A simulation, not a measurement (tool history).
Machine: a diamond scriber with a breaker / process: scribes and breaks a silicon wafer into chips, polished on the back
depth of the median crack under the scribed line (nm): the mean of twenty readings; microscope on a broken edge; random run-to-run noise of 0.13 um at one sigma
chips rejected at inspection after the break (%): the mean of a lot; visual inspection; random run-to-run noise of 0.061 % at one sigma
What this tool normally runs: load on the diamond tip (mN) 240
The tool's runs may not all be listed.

run     day  load on the diamond tip (mN)  wafers since the last listed run  hours since the diamond tip was replaced  hours since the load on the tip was calibrated  incoming depth of the damage left on the back of the incoming wafer, um  depth of the median crack under the scribed line (nm)  chips rejected at inspection after the break (%)
  1       0                           284                                 0                                     276.5                                             563                                                                     0.05                                                   8700                                              3.19
  2   2.946                           275                               114                                     347.2                                           633.7                                                                     0.02                                                   8290                                              2.56
  3   4.538                           275                                61                                     385.4                                           671.9                                                                     0.02                                                   8120                                              2.95
  4   7.533                           275                               116                                     457.3                                           743.8                                                                     0.04                                                   8480                                              2.56
  5   9.829                           258                                89                                     512.4                                           798.9                                                                     0.04                                                   8180                                              1.42
  6  10.938                           258                                43                                       539                                           825.5                                                                     0.03                                                   7930                                              1.39
  7  12.604                           240                                64                                       579                                           865.5                                                                     0.04                                                   7250                                              1.01
  8  13.888                           240                                49                                     609.8                                           896.3                                                                     0.03                                                   7420                                              0.93
  9  15.588                           240                                66                                     650.6                                           937.1                                                                     0.04                                                   7520                                              1.03
 10  17.683                           240                                81                                     700.9                                           987.4                                                                     0.03                                                   7620                                              1.03
 11  20.021                           240                                90                                       757                                          1043.5                                                                     0.03                                                   7510                                              0.99
 12  21.258                           240                                48                                     786.7                                          1073.2                                                                     0.04                                                   7540                                              0.99
     28.542  -- diamond tip replaced by a new one
 13  28.933                           240                               295                                       9.4                                          1257.4                                                                     0.02                                                   7620                                              0.96
 14  31.642                           240                               105                                      74.4                                          1322.4                                                                     0.04                                                   7340                                               0.9
 15  33.092                           240                                56                                     109.2                                          1357.2                                                                     0.02                                                   7440                                              1.02
 16  35.621                           305                                98                                     169.9                                          1417.9                                                                     0.01                                                   8970                                              5.73
 17  38.317                           260                               104                                     234.6                                          1482.6                                                                     0.04                                                   7800                                              1.49
 18  40.858                           286                                98                                     295.6                                          1543.6                                                                     0.04                                                   8370                                              3.62
 19  42.617                           189                                68                                     337.8                                          1585.8                                                                     0.03                                                   6330                                               5.4
 20  44.042                           289                                55                                       372                                            1620                                                                     0.02                                                   8510                                              3.56
 21  45.729                           205                                65                                     412.5                                          1660.5                                                                     0.02                                                   6660                                              2.94
     47.933  -- load on the tip recalibrated
 22  48.471                           206                               103                                     478.3                                            12.9                                                                     0.03                                                   6800                                              3.14
 23    51.4                           207                               113                                     548.6                                            83.2                                                                     0.04                                                   6580                                                 3
 24  52.888                           240                                57                                     584.3                                           118.9                                                                     0.02                                                   7610                                              1.01
 25  54.775                           240                                73                                     629.6                                           164.2                                                                     0.01                                                   7500                                              1.13
 26  57.121                           240                                91                                     685.9                                           220.5                                                                     0.04                                                   7570                                              1.09
 27  58.958                           240                                71                                       730                                           264.6                                                                     0.03                                                   7560                                              1.16
 28  60.575                           259                                62                                     768.8                                           303.4                                                                     0.02                                                   8020                                              1.52

Predict the results of run 29:
 29  62.75                           268                                84                                       821                                           355.6                                                                     0.03                                                      ?                                                 ?

{"run 29": {"depth of the median crack under the scribed line (nm)": 8260, "chips rejected at inspection after the break (%)": 2.21}}
Minus the tool's unlogged condition, the same run would have read depth of the median crack under the scribed line (nm) 8260, chips rejected at inspection after the break (%) 2.21.
